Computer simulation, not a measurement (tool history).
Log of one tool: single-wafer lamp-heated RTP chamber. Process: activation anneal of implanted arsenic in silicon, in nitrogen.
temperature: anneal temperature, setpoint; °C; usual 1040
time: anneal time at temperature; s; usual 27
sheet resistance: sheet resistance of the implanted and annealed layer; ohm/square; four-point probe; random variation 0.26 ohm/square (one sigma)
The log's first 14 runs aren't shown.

| run | hour | temperature | time | wafers since the last listed run | wafers since the last pyrometer calibration | wafers since the reflector plate was cleaned | hours since the gauge calibration | read-back reference wafer on the same gauge, sheet resistance | sheet resistance |
|---|---|---|---|---|---|---|---|---|---|
| 15 | 609.6 | 1040 | 27 | 421 | 1240 | 2663 | 680.1 | 96.24 | 85.71 |
| 16 | 666.2 | 1040 | 27 | 641 | 1882 | 3305 | 736.7 | 96.38 | 85.28 |
| 17 | 737.1 | 1040 | 27 | 804 | 2686 | 4109 | 807.6 | 96.32 | 84.92 |
| 18 | 771.4 | 1040 | 27 | 389 | 3075 | 4498 | 841.9 | 96.23 | 84.30 |
| 19 | 809.8 | 1014 | 16 | 435 | 3510 | 4934 | 880.3 | 96.27 | 98.52 |
|  | 852.2 | pyrometer window cleaned and pyrometer calibrated |
| 20 | 854.9 | 1040 | 27 | 420 | 30 | 5354 | 925.4 | 96.28 | 85.85 |
| 21 | 924.6 | 1066 | 14 | 790 | 820 | 6145 | 995.1 | 96.31 | 85.16 |
| 22 | 950.9 | 1026 | 20 | 298 | 1119 | 6443 | 1021.4 | 96.31 | 93.44 |
| 23 | 1003.6 | 1021 | 18 | 597 | 1716 | 7041 | 1074.1 | 96.31 | 95.26 |
|  | 1023.4 | gauge calibrated |
| 24 | 1045.1 | 1065 | 27 | 470 | 2187 | 7511 | 21.7 | 96.41 | 77.21 |
| 25 | 1071.1 | 1021 | 39 | 294 | 2482 | 7806 | 47.7 | 96.25 | 85.84 |
|  | 1117.2 | reflector plate cleaned |
| 26 | 1139.4 | 1040 | 27 | 683 | 3166 | 252 | 116.0 | 96.41 | 83.69 |
|  | 1149.2 | pyrometer window cleaned and pyrometer calibrated |
| 27 | 1206.5 | 1059 | 19 | 670 | 649 | 922 | 183.1 | 96.34 | 83.86 |
| 28 | 1244.2 | 1069 | 38 | 427 | 1077 | 1349 | 220.8 | 96.28 | 73.29 |
| 29 | 1313.5 | 1022 | 13 | 785 | 1863 | 2135 | 290.1 | 96.34 | 98.84 |
| 30 | 1357.5 | 1040 | 27 | 499 | 2362 | 2634 | 334.1 | 96.21 | 84.51 |
| 31 | 1383.2 | 1067 | 14 | 291 | 2653 | 2926 | 359.8 | 96.23 | 84.31 |
| 32 | 1415.0 | 1059 | 19 | 360 | 3014 | 3286 | 391.6 | 96.27 | 83.06 |
|  | 1464.4 | pyrometer window cleaned and pyrometer calibrated |
| 33 | 1464.9 | 1030 | 37 | 475 | 5 | 3762 | 441.5 | 96.38 | 85.66 |
| 34 | 1491.4 | 1040 | 27 | 300 | 305 | 4062 | 468.0 | 96.33 | 85.94 |
| 35 | 1539.2 | 1040 | 27 | 542 | 848 | 4604 | 515.8 | 96.35 | 86.36 |

5 ways to go on from here, each from the tool as it stands after run 35. What would each give?
| A | 1539.6 | 1040 | 27 | 4 | 852 | 4609 | 516.2 | ? | ? |
| B | 1539.6 | 1058 | 22 | 4 | 852 | 4609 | 516.2 | ? | ? |
| C | 1539.6 | 1062 | 33 | 4 | 852 | 4609 | 516.2 | ? | ? |
| D | 1539.6 | 1024 | 13 | 4 | 852 | 4609 | 516.2 | ? | ? |
| E | 1539.6 | 1066 | 23 | 4 | 852 | 4609 | 516.2 | ? | ? |

| run | read-back reference wafer on the same gauge, sheet resistance | sheet resistance |
|---|---|---|
| A | 96.27 | 85.79 |
| B | 96.27 | 82.81 |
| C | 96.27 | 77.03 |
| D | 96.27 | 99.68 |
| E | 96.27 | 80.03 |
Without the tool's hidden state the same runs would have given:
| run | sheet resistance |
|---|---|
| A | 86.45 |
| B | 83.41 |
| C | 77.56 |
| D | 100.32 |
| E | 80.60 |
